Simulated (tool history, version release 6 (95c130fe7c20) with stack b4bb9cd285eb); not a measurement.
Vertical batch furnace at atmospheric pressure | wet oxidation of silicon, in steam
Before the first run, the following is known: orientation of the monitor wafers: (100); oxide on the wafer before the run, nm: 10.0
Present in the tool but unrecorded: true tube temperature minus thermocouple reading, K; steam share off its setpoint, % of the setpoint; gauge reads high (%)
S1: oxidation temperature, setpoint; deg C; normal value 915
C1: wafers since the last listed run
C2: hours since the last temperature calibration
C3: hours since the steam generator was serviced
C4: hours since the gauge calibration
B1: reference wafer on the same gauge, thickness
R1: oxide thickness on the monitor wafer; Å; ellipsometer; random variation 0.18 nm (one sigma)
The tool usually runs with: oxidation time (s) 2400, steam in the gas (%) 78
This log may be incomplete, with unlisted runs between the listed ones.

{"run": 1, "hour": 0.0, "S1": 915, "oxidation time (s)": 2400, "steam in the gas (%)": 78, "C1": 0, "C2": 3528.6, "C3": 3343.8, "C4": 49.4, "B1": 98.9, "R1": 1219.2}
{"run": 2, "hour": 7.2, "S1": 915, "oxidation time (s)": 2400, "steam in the gas (%)": 78, "C1": 144, "C2": 3535.8, "C3": 3351.0, "C4": 56.6, "B1": 98.91, "R1": 1218.7}
{"run": 3, "hour": 18.3, "S1": 915, "oxidation time (s)": 2400, "steam in the gas (%)": 78, "C1": 223, "C2": 3546.9, "C3": 3362.1, "C4": 67.7, "B1": 98.77, "R1": 1215.3}
{"run": 4, "hour": 35.8, "S1": 915, "oxidation time (s)": 2400, "steam in the gas (%)": 78, "C1": 352, "C2": 3564.4, "C3": 3379.6, "C4": 85.2, "B1": 98.73, "R1": 1218.5}
{"run": 5, "hour": 44.4, "S1": 915, "oxidation time (s)": 2400, "steam in the gas (%)": 78, "C1": 173, "C2": 3573.0, "C3": 3388.2, "C4": 93.8, "B1": 98.7, "R1": 1216.9}
{"run": 6, "hour": 51.4, "S1": 915, "oxidation time (s)": 2400, "steam in the gas (%)": 78, "C1": 140, "C2": 3580.0, "C3": 3395.2, "C4": 100.8, "B1": 98.67, "R1": 1215.0}
{"run": 7, "hour": 65.0, "S1": 915, "oxidation time (s)": 2400, "steam in the gas (%)": 78, "C1": 273, "C2": 3593.6, "C3": 3408.8, "C4": 114.4, "B1": 98.59, "R1": 1215.8}
{"run": 8, "hour": 73.0, "S1": 915, "oxidation time (s)": 1980, "steam in the gas (%)": 78, "C1": 160, "C2": 3601.6, "C3": 3416.8, "C4": 122.4, "B1": 98.58, "R1": 1033.9}
{"run": 9, "hour": 90.0, "S1": 915, "oxidation time (s)": 1980, "steam in the gas (%)": 78, "C1": 342, "C2": 3618.6, "C3": 3433.8, "C4": 139.4, "B1": 98.38, "R1": 1033.9}
{"hour": 91.6, "done": "gauge calibrated"}
{"run": 10, "hour": 99.8, "S1": 915, "oxidation time (s)": 1980, "steam in the gas (%)": 78, "C1": 197, "C2": 3628.4, "C3": 3443.6, "C4": 8.2, "B1": 98.94, "R1": 1038.8}
{"run": 11, "hour": 109.5, "S1": 901, "oxidation time (s)": 3150, "steam in the gas (%)": 67, "C1": 195, "C2": 3638.1, "C3": 3453.3, "C4": 17.9, "B1": 98.96, "R1": 1134.2}
{"run": 12, "hour": 116.9, "S1": 936, "oxidation time (s)": 2400, "steam in the gas (%)": 78, "C1": 148, "C2": 3645.5, "C3": 3460.7, "C4": 25.3, "B1": 98.95, "R1": 1531.3}
{"hour": 144.8, "done": "thermocouples replaced and temperature profile calibrated"}
{"hour": 154.3, "done": "steam generator serviced"}
{"run": 13, "hour": 154.8, "S1": 890, "oxidation time (s)": 2400, "steam in the gas (%)": 74, "C1": 89, "C2": 10.0, "C3": 0.5, "C4": 63.2, "B1": 98.83, "R1": 842.0}
{"run": 14, "hour": 159.1, "S1": 915, "oxidation time (s)": 2400, "steam in the gas (%)": 78, "C1": 86, "C2": 14.3, "C3": 4.8, "C4": 67.5, "B1": 98.86, "R1": 1219.4}
{"run": 15, "hour": 163.4, "S1": 928, "oxidation time (s)": 1650, "steam in the gas (%)": 71, "C1": 86, "C2": 18.6, "C3": 9.1, "C4": 71.8, "B1": 98.77, "R1": 954.8}
{"run": 16, "hour": 168.6, "S1": 915, "oxidation time (s)": 1410, "steam in the gas (%)": 82, "C1": 104, "C2": 23.8, "C3": 14.3, "C4": 77.0, "B1": 98.78, "R1": 817.2}
{"run": 17, "hour": 177.3, "S1": 938, "oxidation time (s)": 2400, "steam in the gas (%)": 74, "C1": 175, "C2": 32.5, "C3": 23.0, "C4": 85.7, "B1": 98.75, "R1": 1499.4}
{"run": 18, "hour": 186.8, "S1": 915, "oxidation time (s)": 2400, "steam in the gas (%)": 78, "C1": 191, "C2": 42.0, "C3": 32.5, "C4": 95.2, "B1": 98.65, "R1": 1215.4}
{"run": 19, "hour": 198.2, "S1": 906, "oxidation time (s)": 1950, "steam in the gas (%)": 85, "C1": 229, "C2": 53.4, "C3": 43.9, "C4": 106.6, "B1": 98.6, "R1": 983.7}
{"run": 20, "hour": 207.5, "S1": 915, "oxidation time (s)": 2400, "steam in the gas (%)": 78, "C1": 187, "C2": 62.7, "C3": 53.2, "C4": 115.9, "B1": 98.6, "R1": 1214.5}

Across each entry between runs, compare the hidden state at the last listed run before it with the hidden state at the first listed run after it:
Runs 9 to 10: gauge calibrated (hour 91.6)
  gauge reads high (%): -0.597 -> -0.0426
  measured less the result without the state, R1: -6.2 -> -0.4 Å
Runs 12 to 13: thermocouples replaced and temperature profile calibrated (hour 144.8); steam generator serviced (hour 154.3)
  gauge reads high (%): -0.0593 -> -0.157
  measured less the result without the state, R1: -0.9 -> -1.4 Å
